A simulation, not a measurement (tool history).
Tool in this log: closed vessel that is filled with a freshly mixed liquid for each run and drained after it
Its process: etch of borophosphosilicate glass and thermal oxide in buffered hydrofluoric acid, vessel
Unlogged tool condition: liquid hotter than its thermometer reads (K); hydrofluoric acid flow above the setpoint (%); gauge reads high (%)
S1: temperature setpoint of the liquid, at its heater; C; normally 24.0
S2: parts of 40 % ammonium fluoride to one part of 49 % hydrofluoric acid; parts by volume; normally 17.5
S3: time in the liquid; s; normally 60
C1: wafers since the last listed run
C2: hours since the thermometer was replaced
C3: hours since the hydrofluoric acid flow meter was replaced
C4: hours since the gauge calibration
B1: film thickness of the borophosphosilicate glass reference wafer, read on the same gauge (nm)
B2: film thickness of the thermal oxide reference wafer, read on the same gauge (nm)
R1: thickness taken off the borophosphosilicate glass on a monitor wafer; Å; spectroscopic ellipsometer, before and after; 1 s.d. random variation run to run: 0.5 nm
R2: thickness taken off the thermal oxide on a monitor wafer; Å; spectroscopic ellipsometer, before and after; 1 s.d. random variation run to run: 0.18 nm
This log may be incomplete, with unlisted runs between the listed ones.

run 1 day=0.000 | S1=24.0 S2=17.5 S3=60 | C1=0 C2=848.4 C3=397.4 C4=70.6 | B1=120.57 B2=40.20 | R1=827.3 R2=422.2
run 2 day=1.242 | S1=24.0 S2=17.5 S3=35 | C1=2804 C2=878.2 C3=427.2 C4=100.4 | B1=120.94 B2=40.29 | R1=481.7 R2=245.2
run 3 day=3.188 | S1=24.0 S2=17.5 S3=35 | C1=4394 C2=924.9 C3=473.9 C4=147.1 | B1=121.46 B2=40.51 | R1=480.6 R2=245.9
run 4 day=5.208 | S1=22.5 S2=17.5 S3=30 | C1=4564 C2=973.4 C3=522.4 C4=195.6 | B1=122.01 B2=40.66 | R1=381.9 R2=196.5
run 5 day=6.258 | S1=24.0 S2=14.5 S3=60 | C1=2371 C2=998.6 C3=547.6 C4=220.8 | B1=122.25 B2=40.75 | R1=996.0 R2=510.6
-- day=7.000 thermometer replaced
run 6 day=7.958 | S1=20.0 S2=17.5 S3=60 | C1=3745 C2=23.0 C3=588.4 C4=261.6 | B1=122.62 B2=40.89 | R1=677.5 R2=345.0
run 7 day=9.208 | S1=24.0 S2=17.5 S3=60 | C1=2823 C2=53.0 C3=618.4 C4=291.6 | B1=122.92 B2=40.97 | R1=843.3 R2=431.2
-- day=13.746 hydrofluoric acid flow meter replaced
run 8 day=18.183 | S1=24.0 S2=17.5 S3=85 | C1=20176 C2=268.4 C3=106.5 C4=507.0 | B1=124.32 B2=41.45 | R1=1204.6 R2=614.8
run 9 day=20.712 | S1=22.0 S2=17.5 S3=60 | C1=5712 C2=329.1 C3=167.2 C4=567.7 | B1=124.65 B2=41.56 | R1=761.5 R2=388.4
run 10 day=21.796 | S1=24.0 S2=17.5 S3=60 | C1=2446 C2=355.1 C3=193.2 C4=593.7 | B1=124.79 B2=41.61 | R1=849.9 R2=433.4
run 11 day=22.862 | S1=21.5 S2=17.5 S3=45 | C1=2409 C2=380.7 C3=218.8 C4=619.3 | B1=124.89 B2=41.66 | R1=561.9 R2=285.9
run 12 day=25.667 | S1=24.0 S2=17.5 S3=60 | C1=6333 C2=448.0 C3=286.1 C4=686.6 | B1=125.16 B2=41.73 | R1=851.5 R2=435.6
run 13 day=33.921 | S1=27.0 S2=17.5 S3=30 | C1=18642 C2=646.1 C3=484.2 C4=884.7 | B1=125.80 B2=41.91 | R1=505.3 R2=257.6
run 14 day=35.167 | S1=27.0 S2=14.5 S3=80 | C1=2813 C2=676.0 C3=514.1 C4=914.6 | B1=125.81 B2=41.94 | R1=1621.1 R2=826.4
run 15 day=36.450 | S1=26.0 S2=23.5 S3=30 | C1=2898 C2=706.8 C3=544.9 C4=945.4 | B1=125.91 B2=41.97 | R1=373.8 R2=192.7
-- day=37.817 hydrofluoric acid flow meter replaced
run 16 day=39.092 | S1=25.5 S2=17.5 S3=60 | C1=5872 C2=770.2 C3=30.6 C4=1008.8 | B1=126.06 B2=42.02 | R1=924.1 R2=474.8

Run 17 has not been measured yet. What should we expect?
run 17 day=40.408 | S1=24.0 S2=17.5 S3=60 | C1=2973 C2=801.8 C3=62.2 C4=1040.4 | B1=? B2=? | R1=? R2=?

B1: 126.12
B2: 42.02
R1: 862.4 Å
R2: 439.7 Å
With no hidden state in the tool, this same run would have given R1 820.6 Å, R2 418.4 Å.

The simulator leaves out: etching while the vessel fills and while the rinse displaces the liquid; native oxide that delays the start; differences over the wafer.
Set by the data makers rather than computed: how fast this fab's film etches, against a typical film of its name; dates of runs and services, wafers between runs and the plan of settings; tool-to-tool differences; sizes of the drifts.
